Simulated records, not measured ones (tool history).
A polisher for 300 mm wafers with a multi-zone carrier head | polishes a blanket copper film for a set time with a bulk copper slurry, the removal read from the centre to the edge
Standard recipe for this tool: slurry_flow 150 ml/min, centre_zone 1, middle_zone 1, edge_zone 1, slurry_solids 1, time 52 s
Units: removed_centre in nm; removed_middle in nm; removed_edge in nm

run,hour,slurry_flow,centre_zone,middle_zone,edge_zone,slurry_solids,time,"incoming thickness of the incoming film, nm",removed_centre,removed_middle,removed_edge
1,0,110,0.88,1,1,1.1,42,3812.9,227.2,268.5,272.9
# hour 42.2: worn pad replaced by a new one
2,54.5,150,1,1,1.03,0.7,52,3859.3,345.9,343.9,366
3,95.3,150,1.09,1,1,1,47,3790.4,353.2,334.2,338.2
4,119.4,150,1,1,1.08,1.2,52,3793,366.8,377.4,402.1
5,155.1,150,1.03,1,1.12,1.3,36,3864.8,272.2,257.8,276.7
6,222.9,150,1,1,1,1,42,3795.7,288.7,287.7,298.1
# hour 270: slurry nozzle cleaned
7,272.9,150,0.94,1,0.95,1,52,3788.8,330.9,367.9,352.9
8,341.1,150,1,1.09,1,1.2,52,3889.6,356.8,389.7,372.2
9,383.9,150,1,1,1.11,0.7,52,3800,326.2,337.8,359.1
10,425.4,150,0.92,1,1.06,1,52,3789.6,321.6,348.3,367.1
# hour 430.6: worn pad replaced by a new one
11,460.9,150,1,1.12,1,1,52,3791.1,367.1,399.7,375.2
12,491.1,150,1,1,0.95,1,52,3787.2,367.5,358.1,363.9
13,525.1,150,1,1,1,1,58,3782.4,406.7,409.8,415.9
14,582.2,195,1,0.94,1.04,1,65,3786.3,473.3,439.8,477.4
15,622.3,135,1,0.93,1,1,52,3788.6,346.9,338.4,362.2
16,647.3,150,1,1,0.95,1,52,3806,348.7,363.9,348.5
# hour 692.3: slurry nozzle cleaned
17,711.7,115,1.11,1.04,1,1.1,52,3841,367.1,359.6,348.5
# hour 757.5: edge zone pressure recalibrated
18,759.3,150,1,1,1,0.85,52,3835.1,341.8,351.7,356.1
19,802.2,150,1.05,0.96,1,1,52,3849.6,368,338.3,368.8
20,836.7,150,1,1,1,1,52,3771,347.6,356.1,352.8
21,893.3,150,1,1,1.05,1.15,52,3848.4,351.4,355.7,361.2

Consider 5 possible next runs. They are alternatives, not a sequence: every one starts from the tool as it was left by run 21. What does each give?
A,893.7,150,1,1,1,1,52,3787.8,?,?,?
B,893.7,150,1.09,1.04,1.06,1,52,3787.8,?,?,?
C,893.7,115,0.89,1,1,1,52,3787.8,?,?,?
D,893.7,125,1,1,1,1,66,3787.8,?,?,?
E,893.7,150,1.09,1,1,1,52,3787.8,?,?,?

run,removed_centre,removed_middle,removed_edge
A,343.4,342.9,343.3
B,374.6,354.2,352.4
C,283.5,321.5,327.9
D,415.3,417.1,422.8
E,374.5,342.7,343.3
With the hidden condition removed and each run's random variation left untouched, the same runs would have given:
run,removed_centre,removed_middle,removed_edge
A,365.6,365.1,365.5
B,398.9,377.2,375.2
C,301.9,342.3,349.2
D,442.2,444.2,450.3
E,398.8,364.9,365.5
